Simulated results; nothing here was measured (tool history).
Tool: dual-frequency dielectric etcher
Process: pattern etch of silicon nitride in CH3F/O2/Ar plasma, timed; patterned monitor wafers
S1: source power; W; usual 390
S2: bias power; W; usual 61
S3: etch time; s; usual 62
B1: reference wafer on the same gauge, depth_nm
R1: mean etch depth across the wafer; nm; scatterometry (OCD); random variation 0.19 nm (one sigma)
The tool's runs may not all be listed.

run 1 hour=0 | S1=390 S2=61 S3=62 | B1=36.76 | R1=37.24
run 2 hour=18.8 | S1=340 S2=70 S3=62 | B1=36.84 | R1=37.12
run 3 hour=37.6 | S1=340 S2=70 S3=62 | B1=36.83 | R1=37.16
-- hour=70.6 bias power generator calibrated
-- hour=82.1 source power generator calibrated
run 4 hour=90.2 | S1=340 S2=70 S3=62 | B1=36.87 | R1=37.06
-- hour=124.8 wet clean of the chamber, repeated, since the last time left the tool worse
run 5 hour=125.3 | S1=390 S2=61 S3=62 | B1=36.79 | R1=39.68
run 6 hour=130.6 | S1=390 S2=61 S3=62 | B1=36.76 | R1=39.96
run 7 hour=163.7 | S1=390 S2=61 S3=54.5 | B1=36.83 | R1=34.85
run 8 hour=197.1 | S1=390 S2=61 S3=54.5 | B1=36.78 | R1=34.74
run 9 hour=212.8 | S1=390 S2=61 S3=54.5 | B1=36.93 | R1=34.66
run 10 hour=239.7 | S1=330 S2=61 S3=66.5 | B1=36.83 | R1=39.14
run 11 hour=253.2 | S1=390 S2=72 S3=62 | B1=36.82 | R1=41.43
run 12 hour=279.6 | S1=340 S2=61 S3=71 | B1=36.7 | R1=42.3
run 13 hour=308.8 | S1=450 S2=66 S3=62 | B1=36.76 | R1=42.55
-- hour=340.7 gauge calibrated
-- hour=347.3 upper electrode replaced
run 14 hour=401.1 | S1=390 S2=61 S3=79 | B1=36.81 | R1=49.12
run 15 hour=435.7 | S1=390 S2=61 S3=68 | B1=36.7 | R1=42.17
run 16 hour=448.6 | S1=390 S2=61 S3=72.5 | B1=36.85 | R1=45.07
-- hour=479 wet clean of the chamber
run 17 hour=479.5 | S1=390 S2=61 S3=62 | B1=36.84 | R1=39.8
run 18 hour=496 | S1=340 S2=71 S3=46 | B1=36.84 | R1=29.57
run 19 hour=531.6 | S1=390 S2=50 S3=71 | B1=36.81 | R1=42.08
run 20 hour=548 | S1=340 S2=67 S3=66.5 | B1=36.85 | R1=41.49
run 21 hour=571.5 | S1=330 S2=61 S3=62 | B1=36.79 | R1=37.07
run 22 hour=587.3 | S1=300 S2=57 S3=67 | B1=36.85 | R1=37.54
run 23 hour=616.7 | S1=390 S2=61 S3=62 | B1=36.8 | R1=39.63
run 24 hour=635 | S1=320 S2=52 S3=75.5 | B1=36.83 | R1=41.56
run 25 hour=655.4 | S1=390 S2=61 S3=62 | B1=36.87 | R1=39.2
run 26 hour=680.6 | S1=340 S2=61 S3=62 | B1=36.76 | R1=37.26
run 27 hour=703.3 | S1=390 S2=61 S3=62 | B1=36.76 | R1=38.88
run 28 hour=730.6 | S1=390 S2=61 S3=62 | B1=36.91 | R1=38.87
run 29 hour=758.6 | S1=450 S2=73 S3=79.5 | B1=36.84 | R1=56.35

Some steps in R1 between neighbouring runs. How much of each would the tool show without its hidden state too (settings, what came in, random variation), and how much is left for the hidden state, with any gauge scatter that isn't in both results?
The hidden state here: etch rate over this chamber's usual, %; source power that arrives over what is set, %; bias power that arrives over what is set, %; gauge reads high (%).
Run 4 -> 5: S1 340 -> 390, S2 70 -> 61, wet clean of the chamber, repeated, since the last time left the tool worse. R1 +2.62 nm: hidden state +2.39, all else +0.23.
Run 16 -> 17: S3 72.5 -> 62, wet clean of the chamber. R1 -5.27 nm: hidden state +1.37, all else -6.64.
Run 18 -> 19: S1 340 -> 390, S2 71 -> 50, S3 46 -> 71. R1 +12.51 nm: hidden state -0.17, all else +12.68.
Run 28 -> 29: S1 390 -> 450, S2 61 -> 73, S3 62 -> 79.5. R1 +17.48 nm: hidden state -0.53, all else +18.01.

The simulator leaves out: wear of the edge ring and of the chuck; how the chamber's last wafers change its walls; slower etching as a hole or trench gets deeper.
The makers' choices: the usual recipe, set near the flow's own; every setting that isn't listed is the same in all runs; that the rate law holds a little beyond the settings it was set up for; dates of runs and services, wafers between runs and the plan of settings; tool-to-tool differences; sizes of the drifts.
